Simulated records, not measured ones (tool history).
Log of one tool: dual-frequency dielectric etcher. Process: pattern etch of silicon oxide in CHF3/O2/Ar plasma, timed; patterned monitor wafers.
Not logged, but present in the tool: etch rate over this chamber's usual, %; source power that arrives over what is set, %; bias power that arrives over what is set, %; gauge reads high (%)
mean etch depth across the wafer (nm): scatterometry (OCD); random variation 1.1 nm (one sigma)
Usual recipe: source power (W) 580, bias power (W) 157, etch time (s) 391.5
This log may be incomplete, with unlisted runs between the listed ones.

run   hour  source power (W)  bias power (W)  etch time (s)  wafers since the last listed run  hours since the last wet clean  hours since the last source power generator calibration  hours since the last bias power generator calibration  hours since the last upper electrode change  hours since the gauge calibration  read-back reference wafer on the same gauge, depth_nm  mean etch depth across the wafer (nm)
  1      0               690             143          391.5                                 0                           276.1                                                   1597.2                                                 3547.5                                       3388.1                                101                                                  645.8                                  733.8
  2   37.4               690             143          391.5                               200                           313.5                                                   1634.6                                                 3584.9                                       3425.5                              138.4                                                  645.5                                  735.2
  3   90.9               510             157          391.5                               286                             367                                                   1688.1                                                 3638.4                                         3479                              191.9                                                  645.6                                  681.8
  4  142.6               510             157          391.5                               276                           418.7                                                   1739.8                                                 3690.1                                       3530.7                              243.6                                                  646.1                                  683.4
  5  204.8               510             157          391.5                               333                           480.9                                                     1802                                                 3752.3                                       3592.9                              305.8                                                    646                                  685.1
     233.3  -- source power generator calibrated
  6  233.8               580             157          391.5                               133                           509.9                                                      0.5                                                 3781.3                                       3621.9                              334.8                                                  646.1                                  709.9
     274.5  -- wet clean of the chamber
  7  286.7               580             157          391.5                               154                            12.2                                                     53.4                                                 3834.2                                       3674.8                              387.7                                                  645.8                                  698.4

Estimate the outcome of run 8 from the log above:
  8  348.6               630             135          480.5                               331                            74.1                                                    115.3                                                 3896.1                                       3736.7                              449.6                                                      ?                                      ?

{"run 8": {"read-back reference wafer on the same gauge, depth_nm": 645.9, "mean etch depth across the wafer (nm)": 827.7}}
Take away the tool's hidden state, keep the run-to-run variation as it was, and the same run would have given mean etch depth across the wafer (nm) 823.6.

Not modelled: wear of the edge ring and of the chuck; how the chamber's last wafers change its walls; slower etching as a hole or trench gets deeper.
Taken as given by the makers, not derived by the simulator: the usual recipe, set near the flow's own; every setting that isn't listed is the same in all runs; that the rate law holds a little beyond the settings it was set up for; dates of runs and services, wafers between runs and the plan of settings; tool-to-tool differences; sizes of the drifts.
